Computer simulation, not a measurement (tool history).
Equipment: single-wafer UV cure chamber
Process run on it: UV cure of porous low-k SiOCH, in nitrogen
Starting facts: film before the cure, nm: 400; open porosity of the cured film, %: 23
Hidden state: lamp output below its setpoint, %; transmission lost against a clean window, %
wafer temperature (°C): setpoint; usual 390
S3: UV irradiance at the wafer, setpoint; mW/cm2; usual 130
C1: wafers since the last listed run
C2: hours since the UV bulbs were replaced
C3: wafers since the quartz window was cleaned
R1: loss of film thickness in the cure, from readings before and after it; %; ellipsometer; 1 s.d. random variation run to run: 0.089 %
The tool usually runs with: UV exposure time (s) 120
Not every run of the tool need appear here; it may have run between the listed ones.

Run 1, hour 0.0: usual settings but S3 152 mW/cm2; C1 0; C2 2791.2; C3 3429. Result: R1 11.022 %.
Run 2, hour 16.1: usual settings but S3 152 mW/cm2; C1 122; C2 2807.3; C3 3551. Result: R1 11.057 %.
Run 3, hour 22.2: usual settings but S3 152 mW/cm2; C1 46; C2 2813.4; C3 3598. Result: R1 10.947 %.
Run 4, hour 34.0: usual settings; C1 89; C2 2825.2; C3 3688. Result: R1 10.214 %.
Run 5, hour 44.1: usual settings; C1 76; C2 2835.3; C3 3765. Result: R1 10.271 %.
Run 6, hour 54.2: usual settings; C1 76; C2 2845.4; C3 3841. Result: R1 10.319 %.
Run 7, hour 61.8: usual settings; C1 57; C2 2853.0; C3 3899. Result: R1 10.337 %.
Run 8, hour 77.6: usual settings; C1 120; C2 2868.8; C3 4020. Result: R1 10.410 %.
Run 9, hour 84.7: usual settings; C1 54; C2 2875.9; C3 4074. Result: R1 10.338 %.
At hour 92.7: quartz window cleaned.
Run 10, hour 102.7: usual settings; C1 76; C2 2893.9; C3 75. Result: R1 10.318 %.
Run 11, hour 116.3: usual settings but UV exposure time (s) 65; C1 103; C2 2907.5; C3 179. Result: R1 7.512 %.
Run 12, hour 129.6: usual settings; C1 101; C2 2920.8; C3 280. Result: R1 10.356 %.
Run 13, hour 150.9: usual settings but wafer temperature (°C) 377, UV exposure time (s) 55, S3 117 mW/cm2; C1 162; C2 2942.1; C3 443. Result: R1 6.176 %.
Run 14, hour 158.8: usual settings but wafer temperature (°C) 400, UV exposure time (s) 100, S3 163 mW/cm2; C1 60; C2 2950.0; C3 503. Result: R1 10.502 %.
At hour 171.9: UV bulbs replaced.
Run 15, hour 172.4: usual settings but wafer temperature (°C) 375, UV exposure time (s) 100, S3 103 mW/cm2; C1 42; C2 0.5; C3 545. Result: R1 8.237 %.
Run 16, hour 179.5: usual settings but UV exposure time (s) 185; C1 54; C2 7.6; C3 599. Result: R1 12.377 %.
Run 17, hour 193.1: usual settings; C1 103; C2 21.2; C3 703. Result: R1 10.345 %.
Run 18, hour 200.5: usual settings but wafer temperature (°C) 371, UV exposure time (s) 65, S3 114 mW/cm2; C1 56; C2 28.6; C3 759. Result: R1 6.700 %.
Run 19, hour 211.6: usual settings but wafer temperature (°C) 400, UV exposure time (s) 50, S3 155 mW/cm2; C1 84; C2 39.7; C3 844. Result: R1 7.371 %.
Run 20, hour 229.6: usual settings but S3 158 mW/cm2; C1 137; C2 57.7; C3 981. Result: R1 11.196 %.
Run 21, hour 235.6: usual settings but wafer temperature (°C) 371, UV exposure time (s) 170; C1 45; C2 63.7; C3 1027. Result: R1 11.571 %.

Forecast each of these 3 alternatives for the next run:
Run A, hour 236.1: usual settings but wafer temperature (°C) 406; C1 3; C2 64.2; C3 1031. Result: R1 ?.
Run B, hour 236.1: usual settings but S3 162 mW/cm2; C1 3; C2 64.2; C3 1031. Result: R1 ?.
Run C, hour 236.1: usual settings but wafer temperature (°C) 381, UV exposure time (s) 100, S3 102 mW/cm2; C1 3; C2 64.2; C3 1031. Result: R1 ?.

run      R1
  A  10.527
  B  11.259
  C   8.193
Had the tool no hidden state, the same runs would have come out as:
run      R1
  A  10.527
  B  11.259
  C   8.193

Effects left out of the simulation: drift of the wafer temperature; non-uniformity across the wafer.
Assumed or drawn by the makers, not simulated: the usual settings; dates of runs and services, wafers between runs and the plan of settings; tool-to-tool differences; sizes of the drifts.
